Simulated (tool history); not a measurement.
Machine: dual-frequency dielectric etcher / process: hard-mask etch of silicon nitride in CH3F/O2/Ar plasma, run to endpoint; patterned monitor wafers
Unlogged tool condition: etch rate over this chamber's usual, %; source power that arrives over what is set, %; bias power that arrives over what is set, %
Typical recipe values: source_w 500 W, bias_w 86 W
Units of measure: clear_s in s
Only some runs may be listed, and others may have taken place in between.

run,hour,source_w,bias_w,wafers since the last listed run,hours since the last wet clean,hours since the last source power generator calibration,hours since the last bias power generator calibration,hours since the last upper electrode change,"incoming incoming film thickness, nm",clear_s
1,0,590,80,0,391.1,3675.8,2407.8,1962.7,27.69,31.2
# hour 25.4: wet clean of the chamber
2,33.2,590,80,110,7.8,3709,2441,1995.9,27.32,32.1
3,86,500,86,634,60.6,3761.8,2493.8,2048.7,27.79,33.6
4,126.9,500,86,491,101.5,3802.7,2534.7,2089.6,27.62,33.4
5,184.9,500,86,696,159.5,3860.7,2592.7,2147.6,27.76,32.7
6,224.2,500,70,472,198.8,3900,2632,2186.9,27.57,36.6
7,256.1,500,70,383,230.7,3931.9,2663.9,2218.8,27.55,36.5
8,325.7,450,86,836,300.3,4001.5,2733.5,2288.4,27.49,33.8
9,392.1,450,86,797,366.7,4067.9,2799.9,2354.8,27.74,34.5
10,454.1,450,86,745,428.7,4129.9,2861.9,2416.8,27.56,33.9
# hour 503: wet clean of the chamber
11,503.5,530,75,305,0.5,4179.3,2911.3,2466.2,27.58,35.1
12,538.7,530,75,422,35.7,4214.5,2946.5,2501.4,27.79,35.4
13,577.9,540,108,471,74.9,4253.7,2985.7,2540.6,27.72,29.1
14,612.6,620,86,416,109.6,4288.4,3020.4,2575.3,27.69,30.7
15,660.2,550,69,571,157.2,4336,3068,2622.9,27.73,35.9
# hour 700.5: source power generator calibrated
16,723.9,400,65,717,220.9,23.4,3131.7,2686.6,27.74,41.4
17,793,540,72,830,290,92.5,3200.8,2755.7,27.84,34.8
18,844.4,500,86,617,341.4,143.9,3252.2,2807.1,27.76,32.7
19,901.4,470,100,684,398.4,200.9,3309.2,2864.1,27.83,31.2
# hour 945.7: wet clean of the chamber
# hour 949.7: upper electrode replaced
20,950.2,440,78,249,4.5,249.7,3358,0.5,27.94,37.2
# hour 991.1: bias power generator calibrated
21,1013,500,86,706,67.3,312.5,21.9,63.3,27.71,33.7
22,1038.2,500,86,302,92.5,337.7,47.1,88.5,28.14,33.7
23,1179.7,500,86,1700,234,479.2,188.6,230,27.7,33.1
24,1210.7,610,78,372,265,510.2,219.6,261,27.48,31.9
25,1241.7,500,93,372,296,541.2,250.6,292,27.81,31.8

Forecast each of these 4 alternatives for the next run:
A,1242.1,500,105,4,296.4,541.6,251,292.4,27.85,?
B,1242.1,590,72,4,296.4,541.6,251,292.4,27.85,?
C,1242.1,500,103,4,296.4,541.6,251,292.4,27.85,?
D,1242.1,500,80,4,296.4,541.6,251,292.4,27.85,?

run,clear_s
A,29.8
B,33.3
C,30.1
D,34
Without the tool's hidden state the same runs would have given:
run,clear_s
A,30.5
B,34.1
C,30.8
D,34.8
